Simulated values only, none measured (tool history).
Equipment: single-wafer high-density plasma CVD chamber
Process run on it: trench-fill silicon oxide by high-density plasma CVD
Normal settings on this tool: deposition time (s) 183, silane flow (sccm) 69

| run | day | deposition time (s) | silane flow (sccm) | wafers since the last listed run | hours since the silane flow controller was replaced | hours since the gauge calibration | read-back reference wafer on the same gauge, thickness_nm | mean film thickness on the monitor wafer (angstrom) |
|---|---|---|---|---|---|---|---|---|
| 1 | 0.000 | 183 | 69 | 0 | 2091.2 | 1292.5 | 1069.319 | 13277.93 |
| 2 | 2.200 | 183 | 69 | 357 | 2144.0 | 1345.3 | 1067.852 | 13305.95 |
| 3 | 4.371 | 183 | 69 | 352 | 2196.1 | 1397.4 | 1068.142 | 13256.73 |
| 4 | 7.621 | 174 | 73 | 527 | 2274.1 | 1475.4 | 1068.613 | 13321.51 |
| 5 | 11.012 | 159 | 74 | 550 | 2355.5 | 1556.8 | 1068.467 | 12414.74 |
| 6 | 13.212 | 159 | 74 | 357 | 2408.3 | 1609.6 | 1067.568 | 12355.16 |
| 7 | 17.608 | 159 | 74 | 713 | 2513.8 | 1715.1 | 1066.732 | 12256.79 |
| 8 | 19.446 | 183 | 72 | 298 | 2557.9 | 1759.2 | 1065.313 | 13782.41 |
| 9 | 22.208 | 183 | 69 | 448 | 2624.2 | 1825.5 | 1065.002 | 13232.12 |
| 10 | 26.567 | 183 | 69 | 707 | 2728.8 | 1930.1 | 1065.435 | 13155.86 |
| 11 | 30.671 | 183 | 69 | 666 | 2827.3 | 2028.6 | 1065.788 | 13195.46 |
| 12 | 34.642 | 174 | 58 | 644 | 2922.6 | 2123.9 | 1063.749 | 10494.43 |
| 13 | 36.529 | 183 | 59 | 306 | 2967.9 | 2169.2 | 1062.214 | 11341.41 |
| 14 | 39.900 | 183 | 59 | 547 | 3048.8 | 2250.1 | 1062.092 | 11274.30 |
| 15 | 41.825 | 183 | 59 | 312 | 3095.0 | 2296.3 | 1060.655 | 11225.81 |
| 16 | 43.329 | 159 | 69 | 244 | 3131.1 | 2332.4 | 1061.700 | 11390.40 |
| 17 | 47.696 | 159 | 69 | 709 | 3235.9 | 2437.2 | 1061.165 | 11394.65 |
| 18 | 50.379 | 159 | 69 | 435 | 3300.3 | 2501.6 | 1059.158 | 11341.04 |
| 19 | 52.362 | 172 | 69 | 322 | 3347.9 | 2549.2 | 1057.774 | 12330.99 |
| 20 | 56.271 | 211 | 69 | 634 | 3441.7 | 2643.0 | 1058.178 | 15124.27 |
| 21 | 59.817 | 211 | 69 | 575 | 3526.8 | 2728.1 | 1057.024 | 15095.73 |
| 22 | 63.000 | 183 | 69 | 516 | 3603.2 | 2804.5 | 1056.112 | 13027.66 |
| 23 | 65.567 | 172 | 79 | 416 | 3664.8 | 2866.1 | 1054.720 | 14068.99 |
| 24 | 68.679 | 198 | 59 | 505 | 3739.5 | 2940.8 | 1055.177 | 12175.43 |
| 25 | 70.808 | 183 | 69 | 345 | 3790.6 | 2991.9 | 1052.616 | 13047.73 |
| 26 | 74.462 | 162 | 65 | 593 | 3878.3 | 3079.6 | 1052.824 | 10854.64 |
| 27 | 76.300 | 219 | 80 | 298 | 3922.4 | 3123.7 | 1051.452 | 18076.19 |
|  | 78.538 | silane flow controller replaced |
| 28 | 80.650 | 198 | 77 | 652 | 50.7 | 3228.1 | 1050.239 | 15728.01 |
| 29 | 82.896 | 219 | 62 | 364 | 104.6 | 3282.0 | 1049.380 | 14014.89 |
| 30 | 85.679 | 167 | 69 | 451 | 171.4 | 3348.8 | 1048.755 | 11839.62 |
| 31 | 87.383 | 183 | 69 | 276 | 212.3 | 3389.7 | 1047.236 | 12969.98 |
| 32 | 90.550 | 183 | 69 | 514 | 288.3 | 3465.7 | 1046.260 | 12966.67 |
|  | 93.117 | gauge calibrated |
| 33 | 94.354 | 158 | 63 | 617 | 379.6 | 29.7 | 1068.542 | 10482.38 |
| 34 | 102.321 | 159 | 69 | 1293 | 570.8 | 220.9 | 1070.054 | 11566.03 |
| 35 | 105.279 | 201 | 73 | 480 | 641.8 | 291.9 | 1069.602 | 15441.27 |
| 36 | 108.417 | 216 | 81 | 509 | 717.1 | 367.2 | 1069.673 | 18329.68 |
| 37 | 112.550 | 148 | 63 | 671 | 816.3 | 466.4 | 1070.165 | 9811.45 |
| 38 | 114.512 | 183 | 57 | 318 | 863.4 | 513.5 | 1069.839 | 10924.92 |
| 39 | 117.025 | 183 | 69 | 407 | 923.7 | 573.8 | 1069.529 | 13214.98 |
| 40 | 121.183 | 183 | 62 | 675 | 1023.5 | 673.6 | 1069.691 | 11865.80 |
| 41 | 123.900 | 164 | 65 | 441 | 1088.7 | 738.8 | 1069.418 | 11186.85 |
| 42 | 127.796 | 183 | 63 | 632 | 1182.2 | 832.3 | 1068.220 | 12090.44 |
| 43 | 130.875 | 159 | 73 | 500 | 1256.1 | 906.2 | 1067.853 | 12208.76 |

Predict each of these 3 candidate next runs independently; none follows another, all start after run 43:
| A | 130.896 | 162 | 69 | 3 | 1256.6 | 906.7 | ? | ? |
| B | 130.896 | 203 | 74 | 3 | 1256.6 | 906.7 | ? | ? |
| C | 130.896 | 154 | 73 | 3 | 1256.6 | 906.7 | ? | ? |

| run | read-back reference wafer on the same gauge, thickness_nm | mean film thickness on the monitor wafer (angstrom) |
|---|---|---|
| A | 1067.852 | 11678.36 |
| B | 1067.852 | 15694.43 |
| C | 1067.852 | 11745.23 |
With the hidden condition removed and each run's random variation left untouched, the same runs would have given:
| run | mean film thickness on the monitor wafer (angstrom) |
|---|---|
| A | 11699.68 |
| B | 15723.09 |
| C | 11766.67 |

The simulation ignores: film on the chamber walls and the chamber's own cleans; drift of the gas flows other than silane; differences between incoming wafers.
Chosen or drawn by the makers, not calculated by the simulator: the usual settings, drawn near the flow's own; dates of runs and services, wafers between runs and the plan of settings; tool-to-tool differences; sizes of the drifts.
